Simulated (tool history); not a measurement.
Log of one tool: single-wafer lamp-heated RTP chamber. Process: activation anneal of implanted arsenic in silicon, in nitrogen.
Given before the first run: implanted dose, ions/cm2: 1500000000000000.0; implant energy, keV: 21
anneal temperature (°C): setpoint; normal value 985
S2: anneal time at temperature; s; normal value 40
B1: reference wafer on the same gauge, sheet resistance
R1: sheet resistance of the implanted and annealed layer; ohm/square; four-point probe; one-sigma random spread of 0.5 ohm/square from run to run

{"run": 1, "day": 0.0, "anneal temperature (°C)": 985, "S2": 46, "B1": 115.11, "R1": 105.16}
{"run": 2, "day": 0.6, "anneal temperature (°C)": 985, "S2": 40, "B1": 115.23, "R1": 107.75}
{"run": 3, "day": 1.412, "anneal temperature (°C)": 985, "S2": 40, "B1": 115.24, "R1": 107.44}
{"run": 4, "day": 2.671, "anneal temperature (°C)": 985, "S2": 40, "B1": 115.48, "R1": 108.26}
{"run": 5, "day": 3.729, "anneal temperature (°C)": 985, "S2": 40, "B1": 115.56, "R1": 107.73}
{"run": 6, "day": 4.425, "anneal temperature (°C)": 985, "S2": 40, "B1": 115.67, "R1": 107.92}
{"run": 7, "day": 4.979, "anneal temperature (°C)": 985, "S2": 40, "B1": 115.82, "R1": 108.94}
{"run": 8, "day": 5.783, "anneal temperature (°C)": 985, "S2": 40, "B1": 115.91, "R1": 108.42}
{"run": 9, "day": 7.038, "anneal temperature (°C)": 985, "S2": 40, "B1": 116.03, "R1": 108.71}
{"run": 10, "day": 7.821, "anneal temperature (°C)": 985, "S2": 40, "B1": 116.16, "R1": 109.17}
{"run": 11, "day": 9.229, "anneal temperature (°C)": 985, "S2": 40, "B1": 116.29, "R1": 109.52}
{"run": 12, "day": 9.825, "anneal temperature (°C)": 985, "S2": 40, "B1": 116.56, "R1": 108.8}
{"run": 13, "day": 10.55, "anneal temperature (°C)": 985, "S2": 40, "B1": 113.23, "R1": 105.95}
{"run": 14, "day": 11.375, "anneal temperature (°C)": 985, "S2": 56, "B1": 113.33, "R1": 102.0}
{"run": 15, "day": 12.158, "anneal temperature (°C)": 985, "S2": 56, "B1": 113.3, "R1": 102.22}
{"run": 16, "day": 12.992, "anneal temperature (°C)": 985, "S2": 40, "B1": 113.25, "R1": 105.04}
{"run": 17, "day": 14.129, "anneal temperature (°C)": 1015, "S2": 50, "B1": 113.22, "R1": 91.91}
{"run": 18, "day": 15.058, "anneal temperature (°C)": 985, "S2": 40, "B1": 113.41, "R1": 105.97}
{"run": 19, "day": 19.058, "anneal temperature (°C)": 985, "S2": 26, "B1": 113.44, "R1": 112.23}
{"run": 20, "day": 20.083, "anneal temperature (°C)": 972, "S2": 64, "B1": 113.46, "R1": 105.15}
{"run": 21, "day": 20.642, "anneal temperature (°C)": 1012, "S2": 56, "B1": 113.56, "R1": 91.56}
{"run": 22, "day": 21.158, "anneal temperature (°C)": 1000, "S2": 40, "B1": 113.63, "R1": 100.3}
{"run": 23, "day": 22.017, "anneal temperature (°C)": 1010, "S2": 25, "B1": 113.63, "R1": 102.61}
{"run": 24, "day": 22.833, "anneal temperature (°C)": 985, "S2": 40, "B1": 113.53, "R1": 107.18}
{"run": 25, "day": 23.788, "anneal temperature (°C)": 1014, "S2": 40, "B1": 113.71, "R1": 94.85}
{"run": 26, "day": 25.121, "anneal temperature (°C)": 960, "S2": 33, "B1": 113.6, "R1": 120.37}
{"run": 27, "day": 26.354, "anneal temperature (°C)": 985, "S2": 40, "B1": 113.77, "R1": 107.51}
{"run": 28, "day": 27.458, "anneal temperature (°C)": 970, "S2": 17, "B1": 113.88, "R1": 125.01}
{"run": 29, "day": 28.662, "anneal temperature (°C)": 1000, "S2": 56, "B1": 113.94, "R1": 97.04}
{"run": 30, "day": 29.646, "anneal temperature (°C)": 962, "S2": 33, "B1": 114.05, "R1": 119.2}
{"run": 31, "day": 30.604, "anneal temperature (°C)": 998, "S2": 57, "B1": 114.01, "R1": 96.45}
{"run": 32, "day": 31.496, "anneal temperature (°C)": 1009, "S2": 56, "B1": 114.2, "R1": 92.64}
{"run": 33, "day": 32.021, "anneal temperature (°C)": 985, "S2": 40, "B1": 114.23, "R1": 107.41}
{"run": 34, "day": 32.75, "anneal temperature (°C)": 961, "S2": 27, "B1": 114.24, "R1": 123.43}
{"run": 35, "day": 33.888, "anneal temperature (°C)": 985, "S2": 40, "B1": 114.35, "R1": 106.99}
{"run": 36, "day": 35.267, "anneal temperature (°C)": 1008, "S2": 49, "B1": 114.37, "R1": 95.74}

Taken out of this log: 6 entries between the listed runs. Where each belongs, and how the hidden state differs across it:
Runs 3 to 4: pyrometer window cleaned and pyrometer calibrated (day 2.067)
  gauge reads high (%): 2.06 -> 2.2
  the result without the hidden state subtracted from the measured one, R1: +2.17 -> +2.33 ohm/square
Runs 9 to 10: reflector plate cleaned (day 7.800)
  gauge reads high (%): 2.73 -> 2.83
  the result without the hidden state subtracted from the measured one, R1: +2.89 -> +3.00 ohm/square
Runs 12 to 13: gauge calibrated (day 10.004)
  gauge reads high (%): 3.1 -> 0.256
  the result without the hidden state subtracted from the measured one, R1: +3.28 -> +0.27 ohm/square
Runs 13 to 14: pyrometer window cleaned and pyrometer calibrated (day 11.292)
  gauge reads high (%): 0.256 -> 0.259
  the result without the hidden state subtracted from the measured one, R1: +0.27 -> +0.27 ohm/square
Runs 20 to 21: pyrometer window cleaned and pyrometer calibrated (day 20.608)
  gauge reads high (%): 0.417 -> 0.435
  the result without the hidden state subtracted from the measured one, R1: +0.43 -> +0.39 ohm/square
Runs 30 to 31: pyrometer window cleaned and pyrometer calibrated (day 30.050)
  gauge reads high (%): 0.868 -> 0.929
  the result without the hidden state subtracted from the measured one, R1: +1.03 -> +0.89 ohm/square
